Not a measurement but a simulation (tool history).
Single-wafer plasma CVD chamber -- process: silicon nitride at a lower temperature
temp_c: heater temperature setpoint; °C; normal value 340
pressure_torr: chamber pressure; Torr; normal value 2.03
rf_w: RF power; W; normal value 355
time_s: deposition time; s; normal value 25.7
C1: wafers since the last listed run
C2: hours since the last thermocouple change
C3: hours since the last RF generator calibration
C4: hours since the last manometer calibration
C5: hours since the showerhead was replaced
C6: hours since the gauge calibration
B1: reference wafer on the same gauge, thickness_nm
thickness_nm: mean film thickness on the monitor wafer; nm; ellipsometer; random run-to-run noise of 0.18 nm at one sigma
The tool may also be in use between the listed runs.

{"run": 1, "hour": 0.0, "temp_c": 340, "pressure_torr": 2.03, "rf_w": 355, "time_s": 25.7, "C1": 0, "C2": 1446.5, "C3": 184.3, "C4": 1056.8, "C5": 5104.4, "C6": 2281.4, "B1": 29.382, "thickness_nm": 32.489}
{"hour": 25.9, "done": "thermocouple changed; heater temperature recalibrated"}
{"run": 2, "hour": 61.6, "temp_c": 340, "pressure_torr": 2.03, "rf_w": 335, "time_s": 25.7, "C1": 2172, "C2": 35.7, "C3": 245.9, "C4": 1118.4, "C5": 5166.0, "C6": 2343.0, "B1": 29.35, "thickness_nm": 31.08}
{"run": 3, "hour": 103.8, "temp_c": 340, "pressure_torr": 2.03, "rf_w": 380, "time_s": 25.7, "C1": 1710, "C2": 77.9, "C3": 288.1, "C4": 1160.6, "C5": 5208.2, "C6": 2385.2, "B1": 29.328, "thickness_nm": 33.469}
{"run": 4, "hour": 160.1, "temp_c": 340, "pressure_torr": 2.03, "rf_w": 380, "time_s": 25.7, "C1": 2281, "C2": 134.2, "C3": 344.4, "C4": 1216.9, "C5": 5264.5, "C6": 2441.5, "B1": 29.353, "thickness_nm": 33.343}
{"hour": 288.4, "done": "gauge calibrated"}
{"run": 5, "hour": 356.6, "temp_c": 340, "pressure_torr": 2.03, "rf_w": 380, "time_s": 25.7, "C1": 7964, "C2": 330.7, "C3": 540.9, "C4": 1413.4, "C5": 5461.0, "C6": 68.2, "B1": 29.245, "thickness_nm": 32.977}
{"run": 6, "hour": 398.5, "temp_c": 340, "pressure_torr": 1.76, "rf_w": 355, "time_s": 25.7, "C1": 1698, "C2": 372.6, "C3": 582.8, "C4": 1455.3, "C5": 5502.9, "C6": 110.1, "B1": 29.283, "thickness_nm": 30.072}
{"hour": 503.9, "done": "showerhead replaced"}
{"run": 7, "hour": 504.4, "temp_c": 340, "pressure_torr": 1.76, "rf_w": 355, "time_s": 25.7, "C1": 3968, "C2": 478.5, "C3": 688.7, "C4": 1561.2, "C5": 0.5, "C6": 216.0, "B1": 29.34, "thickness_nm": 29.895}
{"run": 8, "hour": 592.9, "temp_c": 340, "pressure_torr": 1.78, "rf_w": 355, "time_s": 25.7, "C1": 3587, "C2": 567.0, "C3": 777.2, "C4": 1649.7, "C5": 89.0, "C6": 304.5, "B1": 29.273, "thickness_nm": 29.905}
{"hour": 698.4, "done": "RF generator calibrated"}
{"run": 9, "hour": 698.9, "temp_c": 340, "pressure_torr": 1.78, "rf_w": 355, "time_s": 25.7, "C1": 3972, "C2": 673.0, "C3": 0.5, "C4": 1755.7, "C5": 195.0, "C6": 410.5, "B1": 29.344, "thickness_nm": 31.571}
{"run": 10, "hour": 780.1, "temp_c": 335, "pressure_torr": 2.03, "rf_w": 315, "time_s": 25.7, "C1": 3291, "C2": 754.2, "C3": 81.7, "C4": 1836.9, "C5": 276.2, "C6": 491.7, "B1": 29.236, "thickness_nm": 30.458}
{"run": 11, "hour": 878.9, "temp_c": 335, "pressure_torr": 2.03, "rf_w": 315, "time_s": 25.7, "C1": 4004, "C2": 853.0, "C3": 180.5, "C4": 1935.7, "C5": 375.0, "C6": 590.5, "B1": 29.248, "thickness_nm": 30.119}
{"run": 12, "hour": 977.3, "temp_c": 340, "pressure_torr": 2.03, "rf_w": 400, "time_s": 25.7, "C1": 3988, "C2": 951.4, "C3": 278.9, "C4": 2034.1, "C5": 473.4, "C6": 688.9, "B1": 29.324, "thickness_nm": 34.885}
{"run": 13, "hour": 1048.0, "temp_c": 353, "pressure_torr": 2.29, "rf_w": 310, "time_s": 25.7, "C1": 2865, "C2": 1022.1, "C3": 349.6, "C4": 2104.8, "C5": 544.1, "C6": 759.6, "B1": 29.251, "thickness_nm": 30.591}
{"run": 14, "hour": 1123.9, "temp_c": 334, "pressure_torr": 2.03, "rf_w": 355, "time_s": 20.8, "C1": 3076, "C2": 1098.0, "C3": 425.5, "C4": 2180.7, "C5": 620.0, "C6": 835.5, "B1": 29.316, "thickness_nm": 25.684}
{"run": 15, "hour": 1164.6, "temp_c": 340, "pressure_torr": 2.03, "rf_w": 300, "time_s": 27.9, "C1": 1649, "C2": 1138.7, "C3": 466.2, "C4": 2221.4, "C5": 660.7, "C6": 876.2, "B1": 29.38, "thickness_nm": 30.933}

What will run 16 give?
{"run": 16, "hour": 1234.4, "temp_c": 340, "pressure_torr": 1.73, "rf_w": 355, "time_s": 25.7, "C1": 2829, "C2": 1208.5, "C3": 536.0, "C4": 2291.2, "C5": 730.5, "C6": 946.0, "B1": "?", "thickness_nm": "?"}

{"run 16": {"B1": 29.242, "thickness_nm": 29.824}}
With no hidden state in the tool, this same run would have given thickness_nm 31.142 nm.

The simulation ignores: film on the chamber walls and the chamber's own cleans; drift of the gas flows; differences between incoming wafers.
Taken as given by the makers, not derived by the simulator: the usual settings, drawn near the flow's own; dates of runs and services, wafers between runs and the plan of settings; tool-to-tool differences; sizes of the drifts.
